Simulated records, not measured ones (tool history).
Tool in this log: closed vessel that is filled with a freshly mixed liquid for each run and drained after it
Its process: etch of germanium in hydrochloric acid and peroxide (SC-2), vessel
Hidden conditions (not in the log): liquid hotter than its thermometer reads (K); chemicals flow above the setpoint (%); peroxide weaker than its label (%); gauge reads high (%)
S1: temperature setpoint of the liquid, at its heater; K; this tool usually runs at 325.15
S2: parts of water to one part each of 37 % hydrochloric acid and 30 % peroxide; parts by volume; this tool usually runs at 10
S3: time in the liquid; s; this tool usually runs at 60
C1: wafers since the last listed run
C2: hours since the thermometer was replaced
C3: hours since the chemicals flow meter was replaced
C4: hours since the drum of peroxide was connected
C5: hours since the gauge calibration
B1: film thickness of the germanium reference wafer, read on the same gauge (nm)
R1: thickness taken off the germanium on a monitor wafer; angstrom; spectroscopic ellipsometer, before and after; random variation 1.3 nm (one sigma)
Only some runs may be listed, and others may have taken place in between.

run 1 hour=0 | S1=325.15 S2=10 S3=40 | C1=0 C2=629.2 C3=1294.7 C4=634.8 C5=1984.6 | B1=30 | R1=1022.2
-- hour=33.3 thermometer replaced
run 2 hour=78.7 | S1=325.15 S2=10 S3=40 | C1=7571 C2=45.4 C3=1373.4 C4=713.5 C5=2063.3 | B1=30 | R1=931.6
-- hour=101.5 new drum of peroxide connected
run 3 hour=170.9 | S1=325.15 S2=10 S3=60 | C1=8887 C2=137.6 C3=1465.6 C4=69.4 C5=2155.5 | B1=30 | R1=1419.5
run 4 hour=211 | S1=325.15 S2=10 S3=60 | C1=3907 C2=177.7 C3=1505.7 C4=109.5 C5=2195.6 | B1=30.01 | R1=1423.3
run 5 hour=252.3 | S1=325.15 S2=10 S3=60 | C1=4024 C2=219 C3=1547 C4=150.8 C5=2236.9 | B1=30 | R1=1436.8
run 6 hour=311.1 | S1=328.65 S2=7 S3=60 | C1=5729 C2=277.8 C3=1605.8 C4=209.6 C5=2295.7 | B1=30.02 | R1=1680.6
run 7 hour=385.7 | S1=328.65 S2=7 S3=60 | C1=7269 C2=352.4 C3=1680.4 C4=284.2 C5=2370.3 | B1=30 | R1=1678.2
run 8 hour=484.5 | S1=328.65 S2=7 S3=60 | C1=9627 C2=451.2 C3=1779.2 C4=383 C5=2469.1 | B1=30.02 | R1=1701.3
run 9 hour=568.4 | S1=325.15 S2=10 S3=60 | C1=8175 C2=535.1 C3=1863.1 C4=466.9 C5=2553 | B1=29.99 | R1=1497.9
-- hour=595.1 gauge calibrated
run 10 hour=606.2 | S1=325.15 S2=10 S3=60 | C1=3683 C2=572.9 C3=1900.9 C4=504.7 C5=11.1 | B1=30.01 | R1=1503.3
-- hour=647.3 chemicals flow meter replaced
run 11 hour=682.6 | S1=325.15 S2=13.5 S3=75 | C1=7347 C2=649.3 C3=35.3 C4=581.1 C5=87.5 | B1=29.99 | R1=1811.7
-- hour=740.6 new drum of peroxide connected
run 12 hour=776 | S1=325.15 S2=10 S3=60 | C1=9004 C2=742.7 C3=128.7 C4=35.4 C5=180.9 | B1=29.97 | R1=1509.4
-- hour=788.8 thermometer replaced
run 13 hour=863.1 | S1=325.15 S2=12.5 S3=60 | C1=8390 C2=74.3 C3=215.8 C4=122.5 C5=268 | B1=30.01 | R1=1394.5
run 14 hour=942.2 | S1=329.65 S2=10 S3=60 | C1=7707 C2=153.4 C3=294.9 C4=201.6 C5=347.1 | B1=29.98 | R1=1641.4
run 15 hour=1037.2 | S1=325.15 S2=10 S3=60 | C1=9257 C2=248.4 C3=389.9 C4=296.6 C5=442.1 | B1=30.01 | R1=1451.4
run 16 hour=1114.6 | S1=325.15 S2=11.5 S3=60 | C1=7542 C2=325.8 C3=467.3 C4=374 C5=519.5 | B1=30 | R1=1483.8
run 17 hour=1222.4 | S1=334.65 S2=10 S3=60 | C1=10504 C2=433.6 C3=575.1 C4=481.8 C5=627.3 | B1=30.01 | R1=1950.2
run 18 hour=1317.5 | S1=325.15 S2=10 S3=60 | C1=9267 C2=528.7 C3=670.2 C4=576.9 C5=722.4 | B1=30.03 | R1=1502.5
-- hour=1369.8 new drum of peroxide connected
run 19 hour=1402.1 | S1=330.65 S2=10 S3=70 | C1=8146 C2=613.3 C3=754.8 C4=32.3 C5=807 | B1=30.01 | R1=2094.4
run 20 hour=1466.3 | S1=325.15 S2=7 S3=30 | C1=6256 C2=677.5 C3=819 C4=96.5 C5=871.2 | B1=29.98 | R1=788.3
-- hour=1527.6 thermometer replaced
run 21 hour=1547.5 | S1=320.15 S2=10 S3=80 | C1=7815 C2=19.9 C3=900.2 C4=177.7 C5=952.4 | B1=30.02 | R1=1613.1
run 22 hour=1586.6 | S1=322.15 S2=10 S3=85 | C1=3810 C2=59 C3=939.3 C4=216.8 C5=991.5 | B1=30.02 | R1=1861.8
run 23 hour=1664.2 | S1=321.15 S2=11.5 S3=95 | C1=7561 C2=136.6 C3=1016.9 C4=294.4 C5=1069.1 | B1=29.98 | R1=1930.9
run 24 hour=1708.2 | S1=333.15 S2=10 S3=60 | C1=4287 C2=180.6 C3=1060.9 C4=338.4 C5=1113.1 | B1=30 | R1=1815.4
run 25 hour=1755.8 | S1=332.15 S2=10 S3=60 | C1=4638 C2=228.2 C3=1108.5 C4=386 C5=1160.7 | B1=30 | R1=1781.2
run 26 hour=1802.9 | S1=325.15 S2=7 S3=30 | C1=4589 C2=275.3 C3=1155.6 C4=433.1 C5=1207.8 | B1=30 | R1=752.9
run 27 hour=1845 | S1=325.15 S2=10 S3=60 | C1=4102 C2=317.4 C3=1197.7 C4=475.2 C5=1249.9 | B1=30.02 | R1=1459.1
run 28 hour=1890.2 | S1=325.15 S2=10 S3=45 | C1=4404 C2=362.6 C3=1242.9 C4=520.4 C5=1295.1 | B1=30.02 | R1=1105
run 29 hour=1946.7 | S1=325.15 S2=10 S3=60 | C1=5505 C2=419.1 C3=1299.4 C4=576.9 C5=1351.6 | B1=29.98 | R1=1483.2
-- hour=2009.2 new drum of peroxide connected
run 30 hour=2032.6 | S1=334.15 S2=13.5 S3=85 | C1=8273 C2=505 C3=1385.3 C4=23.4 C5=1437.5 | B1=30.01 | R1=2691.4
run 31 hour=2140.5 | S1=318.65 S2=13.5 S3=35 | C1=10514 C2=612.9 C3=1493.2 C4=131.3 C5=1545.4 | B1=30 | R1=698.3

Consider 3 possible next runs. They are alternatives, not a sequence: every one starts from the tool as it was left by run 31. What does each give?
run A hour=2141.2 | S1=325.15 S2=10 S3=60 | C1=68 C2=613.6 C3=1493.9 C4=132 C5=1546.1 | B1=? | R1=?
run B hour=2141.2 | S1=330.15 S2=10 S3=60 | C1=68 C2=613.6 C3=1493.9 C4=132 C5=1546.1 | B1=? | R1=?
run C hour=2141.2 | S1=330.15 S2=6.5 S3=35 | C1=68 C2=613.6 C3=1493.9 C4=132 C5=1546.1 | B1=? | R1=?

run=A B1=30 R1=1511.6
run=B B1=30 R1=1756.2
run=C B1=30 R1=1060.8
Take away the tool's hidden state, keep each run's random variation, and the runs would have read:
run=A R1=1402.3
run=B R1=1633.3
run=C R1=985.3
